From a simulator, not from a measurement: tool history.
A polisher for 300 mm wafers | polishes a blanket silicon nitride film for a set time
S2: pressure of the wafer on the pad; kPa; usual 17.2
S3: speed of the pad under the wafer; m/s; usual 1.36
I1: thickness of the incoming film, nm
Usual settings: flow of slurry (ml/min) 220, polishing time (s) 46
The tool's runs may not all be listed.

run 1 day=0 | flow_of_slurry_(ml/min)=220 S2=17.2 S3=1.36 polishing_time_(s)=46 | I1=404.1 | film_removed_(Å)=854
run 2 day=1.296 | flow_of_slurry_(ml/min)=220 S2=17.2 S3=1.36 polishing_time_(s)=46 | I1=397.8 | film_removed_(Å)=803
-- day=2.038 worn pad replaced by a new one
run 3 day=2.383 | flow_of_slurry_(ml/min)=220 S2=17.2 S3=1.36 polishing_time_(s)=46 | I1=402.2 | film_removed_(Å)=882
run 4 day=3.354 | flow_of_slurry_(ml/min)=220 S2=17.2 S3=1.36 polishing_time_(s)=46 | I1=399.2 | film_removed_(Å)=849
run 5 day=4.546 | flow_of_slurry_(ml/min)=220 S2=17.2 S3=1.36 polishing_time_(s)=46 | I1=400.6 | film_removed_(Å)=819
run 6 day=5.571 | flow_of_slurry_(ml/min)=220 S2=17.2 S3=1.36 polishing_time_(s)=46 | I1=396.5 | film_removed_(Å)=833
run 7 day=6.329 | flow_of_slurry_(ml/min)=220 S2=17.2 S3=1.36 polishing_time_(s)=46 | I1=406.2 | film_removed_(Å)=817
run 8 day=6.846 | flow_of_slurry_(ml/min)=220 S2=17.2 S3=1.36 polishing_time_(s)=46 | I1=400.3 | film_removed_(Å)=822
-- day=7.675 worn pad replaced by a new one
run 9 day=7.867 | flow_of_slurry_(ml/min)=220 S2=17.2 S3=1.46 polishing_time_(s)=46 | I1=393.9 | film_removed_(Å)=932
run 10 day=8.558 | flow_of_slurry_(ml/min)=220 S2=17.2 S3=1.36 polishing_time_(s)=35 | I1=402.7 | film_removed_(Å)=663
run 11 day=9.933 | flow_of_slurry_(ml/min)=220 S2=17.2 S3=1.36 polishing_time_(s)=46 | I1=398.2 | film_removed_(Å)=873
run 12 day=10.704 | flow_of_slurry_(ml/min)=160 S2=13.8 S3=1.36 polishing_time_(s)=46 | I1=395 | film_removed_(Å)=668
-- day=11.317 slurry nozzle cleaned
-- day=11.442 head pressure recalibrated
run 13 day=11.725 | flow_of_slurry_(ml/min)=220 S2=15.2 S3=1.36 polishing_time_(s)=46 | I1=396.6 | film_removed_(Å)=744
run 14 day=12.692 | flow_of_slurry_(ml/min)=240 S2=23.4 S3=1.78 polishing_time_(s)=38 | I1=395.5 | film_removed_(Å)=1110
-- day=12.896 worn pad replaced by a new one
run 15 day=13.896 | flow_of_slurry_(ml/min)=220 S2=21.4 S3=1.58 polishing_time_(s)=46 | I1=405 | film_removed_(Å)=1179
run 16 day=14.6 | flow_of_slurry_(ml/min)=220 S2=17.2 S3=1.36 polishing_time_(s)=31 | I1=406.9 | film_removed_(Å)=565
run 17 day=15.679 | flow_of_slurry_(ml/min)=240 S2=17.2 S3=1.36 polishing_time_(s)=55 | I1=404 | film_removed_(Å)=993
run 18 day=16.483 | flow_of_slurry_(ml/min)=220 S2=17.2 S3=1.36 polishing_time_(s)=46 | I1=404.6 | film_removed_(Å)=800
run 19 day=17.179 | flow_of_slurry_(ml/min)=220 S2=22.8 S3=0.92 polishing_time_(s)=53 | I1=398.1 | film_removed_(Å)=855
run 20 day=18.217 | flow_of_slurry_(ml/min)=220 S2=17.2 S3=1.36 polishing_time_(s)=46 | I1=398.5 | film_removed_(Å)=779
-- day=18.633 worn pad replaced by a new one
run 21 day=18.933 | flow_of_slurry_(ml/min)=220 S2=11 S3=0.98 polishing_time_(s)=55 | I1=394.4 | film_removed_(Å)=555

3 ways to go on from here, each from the tool as it stands after run 21. What would each give?
run A day=18.95 | flow_of_slurry_(ml/min)=220 S2=17.2 S3=1.36 polishing_time_(s)=46 | I1=404.7 | film_removed_(Å)=?
run B day=18.95 | flow_of_slurry_(ml/min)=170 S2=21.4 S3=0.9 polishing_time_(s)=41 | I1=404.7 | film_removed_(Å)=?
run C day=18.95 | flow_of_slurry_(ml/min)=290 S2=20.7 S3=1.36 polishing_time_(s)=46 | I1=404.7 | film_removed_(Å)=?

run=A film_removed_(Å)=859
run=B film_removed_(Å)=643
run=C film_removed_(Å)=1033
Without the tool's hidden state the same runs would have given:
run=A film_removed_(Å)=866
run=B film_removed_(Å)=648
run=C film_removed_(Å)=1042

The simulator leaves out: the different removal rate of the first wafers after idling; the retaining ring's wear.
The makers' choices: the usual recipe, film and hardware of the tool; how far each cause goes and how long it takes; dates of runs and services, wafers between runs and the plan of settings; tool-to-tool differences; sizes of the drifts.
